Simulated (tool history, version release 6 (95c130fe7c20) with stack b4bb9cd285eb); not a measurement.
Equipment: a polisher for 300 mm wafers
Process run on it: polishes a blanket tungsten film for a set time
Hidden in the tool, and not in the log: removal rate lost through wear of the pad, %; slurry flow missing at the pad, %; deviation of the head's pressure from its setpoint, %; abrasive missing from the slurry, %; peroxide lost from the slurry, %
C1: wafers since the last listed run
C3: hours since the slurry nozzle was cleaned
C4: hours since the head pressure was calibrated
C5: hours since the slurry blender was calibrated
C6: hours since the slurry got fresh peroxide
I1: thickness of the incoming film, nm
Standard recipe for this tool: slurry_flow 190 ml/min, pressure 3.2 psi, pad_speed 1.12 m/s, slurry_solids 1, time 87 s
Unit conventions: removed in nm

run 1 day=0 | slurry_flow=190 pressure=3.2 pad_speed=1.12 slurry_solids=1 time=87 | C1=0 wafers_polished_on_this_pad=1435 C3=189.1 C4=1144.5 C5=58.3 C6=171.8 | I1=1155.4 | removed=343.5
-- day=0.25 slurry tank refilled with fresh slurry and peroxide
-- day=0.421 head pressure recalibrated
-- day=0.446 worn pad replaced by a new one
run 2 day=0.712 | slurry_flow=190 pressure=3.2 pad_speed=1.12 slurry_solids=1 time=87 | C1=126 wafers_polished_on_this_pad=59 C3=206.2 C4=7 C5=75.4 C6=11.1 | I1=1147.8 | removed=339
run 3 day=1.533 | slurry_flow=190 pressure=3.2 pad_speed=1.12 slurry_solids=1 time=87 | C1=185 wafers_polished_on_this_pad=245 C3=225.9 C4=26.7 C5=95.1 C6=30.8 | I1=1150.2 | removed=335.7
run 4 day=2.404 | slurry_flow=190 pressure=3.2 pad_speed=1.12 slurry_solids=1 time=87 | C1=196 wafers_polished_on_this_pad=441 C3=246.8 C4=47.6 C5=116 C6=51.7 | I1=1143 | removed=336.4
run 5 day=3.1 | slurry_flow=190 pressure=3.2 pad_speed=1.12 slurry_solids=1 time=87 | C1=157 wafers_polished_on_this_pad=599 C3=263.5 C4=64.3 C5=132.7 C6=68.4 | I1=1156.9 | removed=339.6
run 6 day=4.442 | slurry_flow=190 pressure=3.2 pad_speed=1.12 slurry_solids=1 time=73 | C1=303 wafers_polished_on_this_pad=902 C3=295.7 C4=96.5 C5=164.9 C6=100.6 | I1=1161.4 | removed=282.5
run 7 day=5.192 | slurry_flow=190 pressure=3.2 pad_speed=1.12 slurry_solids=1 time=73 | C1=169 wafers_polished_on_this_pad=1071 C3=313.7 C4=114.5 C5=182.9 C6=118.6 | I1=1156.1 | removed=285.9
run 8 day=6.129 | slurry_flow=190 pressure=3.2 pad_speed=1.12 slurry_solids=1 time=87 | C1=211 wafers_polished_on_this_pad=1283 C3=336.2 C4=137 C5=205.4 C6=141.1 | I1=1156.8 | removed=341.9
-- day=7.171 worn pad replaced by a new one
-- day=7.246 slurry blender recalibrated
run 9 day=7.267 | slurry_flow=190 pressure=3.2 pad_speed=1.12 slurry_solids=1 time=87 | C1=202 wafers_polished_on_this_pad=4 C3=363.5 C4=164.3 C5=0.5 C6=168.4 | I1=1165.8 | removed=335.9
-- day=7.442 slurry tank refilled with fresh slurry and peroxide
run 10 day=8.5 | slurry_flow=190 pressure=3.2 pad_speed=1.12 slurry_solids=1 time=87 | C1=269 wafers_polished_on_this_pad=274 C3=393.1 C4=193.9 C5=30.1 C6=25.4 | I1=1148.4 | removed=337.8
run 11 day=9.875 | slurry_flow=190 pressure=3.2 pad_speed=1.12 slurry_solids=1 time=87 | C1=310 wafers_polished_on_this_pad=584 C3=426.1 C4=226.9 C5=63.1 C6=58.4 | I1=1159.9 | removed=337.3
run 12 day=10.525 | slurry_flow=135 pressure=3.2 pad_speed=1.12 slurry_solids=1 time=87 | C1=146 wafers_polished_on_this_pad=731 C3=441.7 C4=242.5 C5=78.7 C6=74 | I1=1148.2 | removed=315
run 13 day=11.092 | slurry_flow=190 pressure=2.8 pad_speed=1.12 slurry_solids=0.9 time=87 | C1=127 wafers_polished_on_this_pad=859 C3=455.3 C4=256.1 C5=92.3 C6=87.6 | I1=1170.7 | removed=295.7
run 14 day=11.875 | slurry_flow=220 pressure=3.2 pad_speed=0.74 slurry_solids=1 time=87 | C1=176 wafers_polished_on_this_pad=1036 C3=474.1 C4=274.9 C5=111.1 C6=106.4 | I1=1155.1 | removed=230.8
run 15 day=12.758 | slurry_flow=190 pressure=4.2 pad_speed=1.12 slurry_solids=1 time=87 | C1=199 wafers_polished_on_this_pad=1235 C3=495.3 C4=296.1 C5=132.3 C6=127.6 | I1=1164.7 | removed=438.3
run 16 day=13.458 | slurry_flow=190 pressure=3.2 pad_speed=1.34 slurry_solids=1 time=87 | C1=158 wafers_polished_on_this_pad=1393 C3=512.1 C4=312.9 C5=149.1 C6=144.4 | I1=1165 | removed=407.3
run 17 day=14.271 | slurry_flow=190 pressure=3.2 pad_speed=1.12 slurry_solids=1 time=87 | C1=183 wafers_polished_on_this_pad=1577 C3=531.6 C4=332.4 C5=168.6 C6=163.9 | I1=1142.4 | removed=341.5
-- day=14.533 slurry nozzle cleaned
-- day=15.296 worn pad replaced by a new one
-- day=15.762 slurry tank refilled with fresh slurry and peroxide
run 18 day=15.783 | slurry_flow=190 pressure=3.5 pad_speed=1.12 slurry_solids=1 time=87 | C1=285 wafers_polished_on_this_pad=100 C3=30 C4=368.7 C5=204.9 C6=0.5 | I1=1150.8 | removed=365.7
-- day=16.612 slurry blender recalibrated
run 19 day=16.633 | slurry_flow=130 pressure=2.9 pad_speed=1.28 slurry_solids=1 time=78 | C1=173 wafers_polished_on_this_pad=273 C3=50.4 C4=389.1 C5=0.5 C6=20.9 | I1=1177.1 | removed=298.6
run 20 day=17.421 | slurry_flow=155 pressure=3.8 pad_speed=1.32 slurry_solids=1 time=87 | C1=177 wafers_polished_on_this_pad=451 C3=69.3 C4=408 C5=19.4 C6=39.8 | I1=1160.6 | removed=456.5
run 21 day=18.871 | slurry_flow=160 pressure=2.4 pad_speed=0.86 slurry_solids=1 time=106 | C1=327 wafers_polished_on_this_pad=779 C3=104.1 C4=442.8 C5=54.2 C6=74.6 | I1=1146.6 | removed=236.4
run 22 day=19.396 | slurry_flow=190 pressure=2.9 pad_speed=1.12 slurry_solids=1 time=87 | C1=118 wafers_polished_on_this_pad=897 C3=116.7 C4=455.4 C5=66.8 C6=87.2 | I1=1158 | removed=310.9
run 23 day=20.312 | slurry_flow=155 pressure=2.1 pad_speed=0.9 slurry_solids=1 time=97 | C1=207 wafers_polished_on_this_pad=1104 C3=138.7 C4=477.4 C5=88.8 C6=109.2 | I1=1146.5 | removed=201.3
run 24 day=21.004 | slurry_flow=190 pressure=2.6 pad_speed=1.12 slurry_solids=1 time=59 | C1=156 wafers_polished_on_this_pad=1261 C3=155.3 C4=494 C5=105.4 C6=125.8 | I1=1151.7 | removed=191.2
run 25 day=22.15 | slurry_flow=150 pressure=3.2 pad_speed=0.98 slurry_solids=0.75 time=87 | C1=258 wafers_polished_on_this_pad=1519 C3=182.8 C4=521.5 C5=132.9 C6=153.3 | I1=1167.7 | removed=266.2
-- day=22.638 slurry tank refilled with fresh slurry and peroxide
-- day=23.221 worn pad replaced by a new one
run 26 day=23.242 | slurry_flow=190 pressure=2.1 pad_speed=1.12 slurry_solids=1.2 time=68 | C1=199 wafers_polished_on_this_pad=5 C3=209 C4=547.7 C5=159.1 C6=14.5 | I1=1165 | removed=192
run 27 day=24.162 | slurry_flow=220 pressure=3.2 pad_speed=0.76 slurry_solids=0.75 time=87 | C1=207 wafers_polished_on_this_pad=213 C3=231.1 C4=569.8 C5=181.2 C6=36.6 | I1=1144.9 | removed=219.2

The tool's hidden state at each run:
removal rate lost through wear of the pad, %: 0 on each run
slurry flow missing at the pad, %: 0 on each run
deviation of the head's pressure from its setpoint, %: 0 on each run
abrasive missing from the slurry, %: 0 on each run
peroxide lost from the slurry, %: 0 on each run
